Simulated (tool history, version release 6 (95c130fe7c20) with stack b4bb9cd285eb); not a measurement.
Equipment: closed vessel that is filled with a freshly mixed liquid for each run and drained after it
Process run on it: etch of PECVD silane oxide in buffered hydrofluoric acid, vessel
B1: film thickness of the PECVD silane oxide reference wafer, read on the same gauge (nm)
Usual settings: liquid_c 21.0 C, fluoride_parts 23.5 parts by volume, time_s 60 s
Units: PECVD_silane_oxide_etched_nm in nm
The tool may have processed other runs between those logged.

{"run": 1, "day": 0.0, "liquid_c": 21.0, "fluoride_parts": 23.5, "time_s": 60, "B1": 120.06, "PECVD_silane_oxide_etched_nm": 83.76}
{"run": 2, "day": 1.329, "liquid_c": 21.0, "fluoride_parts": 23.5, "time_s": 60, "B1": 120.01, "PECVD_silane_oxide_etched_nm": 83.67}
{"run": 3, "day": 2.154, "liquid_c": 21.0, "fluoride_parts": 23.5, "time_s": 60, "B1": 119.98, "PECVD_silane_oxide_etched_nm": 83.03}
{"run": 4, "day": 3.596, "liquid_c": 21.0, "fluoride_parts": 23.5, "time_s": 60, "B1": 119.98, "PECVD_silane_oxide_etched_nm": 84.37}
{"run": 5, "day": 4.638, "liquid_c": 21.0, "fluoride_parts": 23.5, "time_s": 60, "B1": 119.98, "PECVD_silane_oxide_etched_nm": 85.06}
{"run": 6, "day": 5.254, "liquid_c": 21.0, "fluoride_parts": 18.5, "time_s": 60, "B1": 120.04, "PECVD_silane_oxide_etched_nm": 104.48}
{"run": 7, "day": 6.733, "liquid_c": 21.0, "fluoride_parts": 23.5, "time_s": 60, "B1": 119.97, "PECVD_silane_oxide_etched_nm": 83.91}
{"run": 8, "day": 7.271, "liquid_c": 21.0, "fluoride_parts": 23.5, "time_s": 60, "B1": 119.94, "PECVD_silane_oxide_etched_nm": 84.56}
{"day": 7.5, "done": "hydrofluoric acid flow meter replaced"}
{"run": 9, "day": 8.375, "liquid_c": 21.0, "fluoride_parts": 23.5, "time_s": 60, "B1": 120.01, "PECVD_silane_oxide_etched_nm": 78.49}
{"day": 9.583, "done": "thermometer replaced"}
{"run": 10, "day": 9.738, "liquid_c": 21.0, "fluoride_parts": 23.5, "time_s": 55, "B1": 120.03, "PECVD_silane_oxide_etched_nm": 72.26}
{"day": 10.183, "done": "gauge calibrated"}
{"run": 11, "day": 11.017, "liquid_c": 21.0, "fluoride_parts": 23.5, "time_s": 55, "B1": 120.04, "PECVD_silane_oxide_etched_nm": 72.14}
{"run": 12, "day": 12.15, "liquid_c": 25.0, "fluoride_parts": 30.0, "time_s": 35, "B1": 119.96, "PECVD_silane_oxide_etched_nm": 48.32}
{"run": 13, "day": 12.862, "liquid_c": 21.0, "fluoride_parts": 23.5, "time_s": 60, "B1": 120.02, "PECVD_silane_oxide_etched_nm": 79.19}
{"run": 14, "day": 13.383, "liquid_c": 21.0, "fluoride_parts": 23.5, "time_s": 60, "B1": 120.0, "PECVD_silane_oxide_etched_nm": 79.52}
{"run": 15, "day": 14.333, "liquid_c": 21.0, "fluoride_parts": 23.5, "time_s": 60, "B1": 119.98, "PECVD_silane_oxide_etched_nm": 79.1}
{"run": 16, "day": 17.196, "liquid_c": 25.0, "fluoride_parts": 19.5, "time_s": 40, "B1": 120.04, "PECVD_silane_oxide_etched_nm": 76.27}
{"run": 17, "day": 18.325, "liquid_c": 18.0, "fluoride_parts": 20.5, "time_s": 35, "B1": 120.0, "PECVD_silane_oxide_etched_nm": 43.33}
{"run": 18, "day": 19.638, "liquid_c": 21.0, "fluoride_parts": 23.5, "time_s": 30, "B1": 120.01, "PECVD_silane_oxide_etched_nm": 39.46}
{"run": 19, "day": 21.138, "liquid_c": 18.0, "fluoride_parts": 30.0, "time_s": 85, "B1": 120.04, "PECVD_silane_oxide_etched_nm": 80.52}
{"run": 20, "day": 21.679, "liquid_c": 21.0, "fluoride_parts": 27.0, "time_s": 75, "B1": 120.01, "PECVD_silane_oxide_etched_nm": 90.42}
{"run": 21, "day": 22.962, "liquid_c": 21.0, "fluoride_parts": 20.0, "time_s": 80, "B1": 119.95, "PECVD_silane_oxide_etched_nm": 120.21}
{"run": 22, "day": 23.883, "liquid_c": 21.0, "fluoride_parts": 19.0, "time_s": 85, "B1": 119.97, "PECVD_silane_oxide_etched_nm": 136.35}

Exercise: give the hidden state of the tool at every run:
liquid hotter than its thermometer reads (K): 0 in every run
gauge reads high (%): 0 in every run
H1: hydrofluoric acid flow above the setpoint (%)
run=1 H1=10.9
run=2 H1=11.1
run=3 H1=11.3
run=4 H1=11.5
run=5 H1=11.7
run=6 H1=11.8
run=7 H1=12.1
run=8 H1=12.2
run=9 H1=1.58
run=10 H1=1.83
run=11 H1=2.05
run=12 H1=2.25
run=13 H1=2.38
run=14 H1=2.47
run=15 H1=2.64
run=16 H1=3.15
run=17 H1=3.35
run=18 H1=3.58
run=19 H1=3.84
run=20 H1=3.94
run=21 H1=4.17
run=22 H1=4.33
